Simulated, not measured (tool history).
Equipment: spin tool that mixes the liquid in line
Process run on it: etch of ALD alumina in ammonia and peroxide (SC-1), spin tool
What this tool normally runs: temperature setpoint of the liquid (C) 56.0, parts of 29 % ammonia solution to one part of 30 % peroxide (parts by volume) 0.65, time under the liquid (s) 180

run	day	temperature setpoint of the liquid (C)	parts of 29 % ammonia solution to one part of 30 % peroxide (parts by volume)	time under the liquid (s)	wafers since the last listed run	hours since the thermometer was replaced	hours since the ammonia flow meter was replaced	hours since the heated supply line was repaired	hours since the drum of ammonia solution was connected	hours since the gauge calibration	read-back film thickness of the ALD alumina reference wafer, read on the same gauge (nm)	thickness taken off the ALD alumina on a monitor wafer (Å)
1	0.000	56.0	0.65	180	0	236.7	818.6	1853.1	748.9	2632.1	29.97	137.4
# day 1.375: new drum of ammonia solution connected
2	4.125	56.0	0.65	180	594	335.7	917.6	1952.1	66.0	2731.1	29.97	138.1
3	7.825	56.0	0.65	180	538	424.5	1006.4	2040.9	154.8	2819.9	30.04	137.4
4	12.171	56.0	0.65	180	632	528.8	1110.7	2145.2	259.1	2924.2	29.96	136.9
5	15.462	56.0	0.65	180	479	607.8	1189.7	2224.2	338.1	3003.2	30.04	136.9
6	18.121	56.0	0.65	180	387	671.6	1253.5	2288.0	401.9	3067.0	30.00	136.9
# day 18.188: ammonia flow meter replaced
7	20.658	56.0	0.65	180	363	732.5	59.3	2348.9	462.8	3127.9	29.97	137.6
8	23.954	50.5	0.65	105	479	811.6	138.4	2428.0	541.9	3207.0	30.03	59.6
9	26.138	56.0	0.40	115	317	864.0	190.8	2480.4	594.3	3259.4	30.01	83.6
10	29.329	56.0	0.65	180	464	940.6	267.4	2557.0	670.9	3336.0	30.04	135.8
# day 33.654: gauge calibrated
# day 37.550: thermometer replaced
11	38.988	56.0	0.75	180	1400	34.5	499.2	2788.8	902.7	128.0	30.04	138.0
# day 41.979: new drum of ammonia solution connected
12	43.221	56.0	0.65	115	610	136.1	600.8	2890.4	29.8	229.6	30.00	86.7
13	45.458	56.0	0.50	85	325	189.8	654.5	2944.1	83.5	283.3	29.99	62.6
14	49.654	63.5	0.80	280	610	290.5	755.2	3044.8	184.2	384.0	30.04	318.9
15	53.967	56.0	0.95	180	627	394.0	858.7	3148.3	287.7	487.5	30.00	140.8
# day 55.517: heated supply line repaired
16	56.329	56.0	0.65	180	337	450.7	915.4	19.5	344.4	544.2	30.05	139.3
17	60.092	56.0	0.65	180	547	541.0	1005.7	109.8	434.7	634.5	30.00	140.3
18	63.946	56.0	0.65	95	561	633.5	1098.2	202.3	527.2	727.0	30.04	73.7
19	66.500	46.5	0.50	120	371	694.8	1159.5	263.6	588.5	788.3	30.00	54.1
20	69.271	62.0	0.75	285	403	761.3	1226.0	330.1	655.0	854.8	29.98	305.7
# day 75.929: new drum of ammonia solution connected
# day 76.088: ammonia flow meter replaced
21	78.808	58.5	0.65	115	1376	990.2	65.3	559.0	69.1	1083.7	30.01	100.9
# day 81.158: thermometer replaced
22	82.525	56.0	0.65	180	535	32.8	154.5	648.2	158.3	1172.9	29.98	138.0
23	85.350	56.0	0.65	180	411	100.6	222.3	716.0	226.1	1240.7	30.02	139.2
24	87.554	61.5	0.50	85	320	153.5	275.2	768.9	279.0	1293.6	30.03	85.5
25	95.292	56.0	0.80	180	1126	339.2	460.9	954.6	464.7	1479.3	30.00	141.8
26	99.167	62.0	0.65	180	564	432.2	553.9	1047.6	557.7	1572.3	30.01	187.8

The logged runs with the hidden state left out (each run's random variation unchanged):
Hidden state at play: liquid hotter than its thermometer reads (K); ammonia flow below the setpoint (%); temperature lost on the way to the wafer (K); ammonia solution weaker than its label (%); gauge reads high (%).
run	thickness taken off the ALD alumina on a monitor wafer (Å)
1	140.7
2	141.6
3	141.0
4	140.6
5	140.8
6	141.0
7	141.7
8	61.6
9	86.3
10	140.3
11	142.9
12	89.9
13	65.0
14	330.5
15	146.4
16	140.2
17	141.4
18	74.4
19	54.7
20	308.8
21	102.2
22	140.0
23	141.2
24	86.8
25	144.4
26	191.3
